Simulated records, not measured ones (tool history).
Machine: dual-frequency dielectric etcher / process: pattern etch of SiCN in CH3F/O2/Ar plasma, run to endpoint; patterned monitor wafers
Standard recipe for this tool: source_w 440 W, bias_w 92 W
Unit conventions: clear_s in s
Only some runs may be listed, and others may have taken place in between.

| run | hour | source_w | bias_w | incoming incoming film thickness, nm | clear_s |
|---|---|---|---|---|---|
| 1 | 0.0 | 490 | 99 | 7.76 | 17.7 |
| 2 | 45.6 | 510 | 109 | 7.74 | 16.9 |
| 3 | 107.8 | 510 | 109 | 7.81 | 17.2 |
| 4 | 147.8 | 510 | 109 | 7.91 | 17.5 |
| 5 | 174.5 | 440 | 92 | 7.79 | 19.6 |
| 6 | 200.8 | 440 | 92 | 7.86 | 19.7 |
| 7 | 240.7 | 440 | 92 | 7.75 | 19.5 |
| 8 | 291.8 | 440 | 92 | 7.89 | 20.0 |
| 9 | 340.7 | 440 | 92 | 7.84 | 20.1 |
|  | 381.0 | wet clean of the chamber |
| 10 | 407.7 | 440 | 92 | 7.80 | 18.7 |
| 11 | 471.2 | 440 | 92 | 7.78 | 19.0 |
| 12 | 686.2 | 440 | 92 | 7.73 | 19.3 |
| 13 | 749.2 | 410 | 85 | 7.79 | 20.9 |
|  | 784.6 | wet clean of the chamber |
| 14 | 802.3 | 510 | 110 | 7.75 | 16.6 |
|  | 869.6 | upper electrode replaced |
| 15 | 870.1 | 540 | 111 | 7.85 | 16.4 |
| 16 | 931.3 | 440 | 102 | 7.79 | 18.4 |
|  | 973.4 | source power generator calibrated |
| 17 | 989.4 | 490 | 99 | 7.87 | 18.3 |
|  | 1103.2 | bias power generator calibrated |
| 18 | 1130.0 | 440 | 92 | 7.81 | 19.6 |
| 19 | 1168.7 | 440 | 92 | 7.89 | 19.8 |
| 20 | 1195.3 | 350 | 82 | 7.76 | 22.4 |
|  | 1232.1 | wet clean of the chamber |
| 21 | 1246.5 | 340 | 107 | 7.76 | 19.8 |
| 22 | 1300.8 | 550 | 82 | 7.79 | 18.1 |
| 23 | 1367.0 | 370 | 107 | 7.83 | 19.4 |
| 24 | 1518.4 | 470 | 100 | 7.79 | 18.4 |
| 25 | 1571.9 | 440 | 84 | 7.85 | 20.5 |

Here are 5 independent what-if runs from the current tool condition. What would each one return?
| A | 1572.3 | 440 | 92 | 7.81 | ? |
| B | 1572.3 | 440 | 86 | 7.81 | ? |
| C | 1572.3 | 440 | 72 | 7.81 | ? |
| D | 1572.3 | 400 | 104 | 7.81 | ? |
| E | 1572.3 | 370 | 81 | 7.81 | ? |

| run | clear_s |
|---|---|
| A | 19.6 |
| B | 20.1 |
| C | 21.3 |
| D | 19.4 |
| E | 22.0 |
Take away the tool's hidden state, keep each run's random variation, and the runs would have read:
| run | clear_s |
|---|---|
| A | 18.8 |
| B | 19.3 |
| C | 20.5 |
| D | 18.7 |
| E | 21.2 |

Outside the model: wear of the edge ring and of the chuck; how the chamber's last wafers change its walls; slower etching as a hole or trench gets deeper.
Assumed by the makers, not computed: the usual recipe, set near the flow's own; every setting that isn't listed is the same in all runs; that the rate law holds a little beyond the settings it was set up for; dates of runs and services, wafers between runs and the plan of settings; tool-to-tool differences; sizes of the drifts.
